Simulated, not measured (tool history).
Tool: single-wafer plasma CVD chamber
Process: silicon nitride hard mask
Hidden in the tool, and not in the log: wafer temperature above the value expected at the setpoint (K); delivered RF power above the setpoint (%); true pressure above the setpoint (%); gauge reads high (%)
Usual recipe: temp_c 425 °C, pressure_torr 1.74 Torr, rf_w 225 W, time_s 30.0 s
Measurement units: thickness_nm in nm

run,day,temp_c,pressure_torr,rf_w,time_s,wafers since the last listed run,hours since the last thermocouple change,hours since the last RF generator calibration,hours since the last manometer calibration,hours since the showerhead was replaced,hours since the gauge calibration,"read-back reference wafer on the same gauge, thickness_nm",thickness_nm
1,0.000,425,1.74,250,33.0,0,1327.0,15.1,1457.5,7467.2,1410.2,26.706,34.623
# day 0.629: thermocouple changed; heater temperature recalibrated
# day 1.679: showerhead replaced
2,4.308,425,1.74,250,33.0,2024,88.3,118.5,1560.9,63.1,1513.6,26.687,34.270
3,7.067,425,1.74,250,33.0,1533,154.5,184.7,1627.1,129.3,1579.8,26.630,34.118
4,8.746,425,1.74,225,30.0,933,194.8,225.0,1667.4,169.6,1620.1,26.615,29.092
5,12.008,425,1.74,225,30.0,1813,273.1,303.3,1745.7,247.9,1698.4,26.622,29.216
6,15.562,425,1.74,225,30.0,1975,358.4,388.6,1831.0,333.2,1783.7,26.609,28.938
7,19.883,425,1.74,225,30.0,2401,462.1,492.3,1934.7,436.9,1887.4,26.613,29.084
8,22.112,425,1.74,225,30.0,1239,515.6,545.8,1988.2,490.4,1940.9,26.556,28.888
9,26.050,425,1.74,225,30.0,2188,610.1,640.3,2082.7,584.9,2035.4,26.539,29.197
# day 27.712: capacitance manometer re-zeroed and calibrated
10,30.471,425,1.35,225,30.0,2271,716.2,746.4,66.2,691.0,2141.5,26.495,27.626
11,32.600,416,2.13,225,27.0,1183,767.3,797.5,117.3,742.1,2192.6,26.476,27.266
12,35.775,425,1.74,225,30.0,1764,843.5,873.7,193.5,818.3,2268.8,26.483,28.966
13,39.971,418,1.31,260,31.7,2332,944.2,974.4,294.2,919.0,2369.5,26.445,31.906
14,43.300,430,1.86,265,30.0,1850,1024.1,1054.3,374.1,998.9,2449.4,26.433,32.715
15,46.108,425,1.74,270,33.7,1560,1091.5,1121.7,441.5,1066.3,2516.8,26.386,36.437
16,49.429,425,1.74,225,30.0,1845,1171.2,1201.4,521.2,1146.0,2596.5,26.344,28.967
17,51.875,425,1.38,225,30.0,1359,1229.9,1260.1,579.9,1204.7,2655.2,26.344,27.755
18,55.350,425,1.74,225,30.0,1931,1313.3,1343.5,663.3,1288.1,2738.6,26.321,28.906
# day 58.104: thermocouple changed; heater temperature recalibrated
19,58.254,425,1.74,250,30.0,1428,3.6,1413.2,733.0,1357.8,2808.3,26.284,30.718
20,59.950,425,1.74,225,30.0,942,44.3,1453.9,773.7,1398.5,2849.0,26.358,28.709
# day 60.917: gauge calibrated
21,61.492,425,1.74,225,30.0,856,81.3,1490.9,810.7,1435.5,13.8,27.079,29.559
22,64.208,425,1.74,225,30.0,1509,146.5,1556.1,875.9,1500.7,79.0,27.014,29.701
23,68.342,429,1.74,255,30.0,2297,245.7,1655.3,975.1,1599.9,178.2,27.027,31.869
# day 69.546: RF generator calibrated
24,69.846,425,1.87,270,30.0,650,281.8,7.2,1011.2,1636.0,214.3,27.014,33.563
25,72.304,416,1.74,225,30.0,1366,340.8,66.2,1070.2,1695.0,273.3,27.007,29.553
26,76.317,425,1.74,195,32.6,2230,437.1,162.5,1166.5,1791.3,369.6,26.979,28.899
27,82.721,425,1.74,225,30.0,3559,590.8,316.2,1320.2,1945.0,523.3,26.925,29.412
28,86.229,425,1.47,260,30.0,1950,675.0,400.4,1404.4,2029.2,607.5,26.909,31.159
29,88.483,425,1.63,225,30.0,1252,729.1,454.5,1458.5,2083.3,661.6,26.912,29.044

Predict each of these 3 candidate next runs independently; none follows another, all start after run 29:
A,88.500,425,1.74,235,30.0,9,729.5,454.9,1458.9,2083.7,662.0,?,?
B,88.500,435,1.52,245,24.4,9,729.5,454.9,1458.9,2083.7,662.0,?,?
C,88.500,425,1.74,265,30.0,9,729.5,454.9,1458.9,2083.7,662.0,?,?

run,"read-back reference wafer on the same gauge, thickness_nm",thickness_nm
A,26.827,30.105
B,26.827,24.410
C,26.827,32.535
Stripped of hidden state, with their random variation kept, the same runs would have yielded:
run,thickness_nm
A,30.239
B,24.518
C,32.679
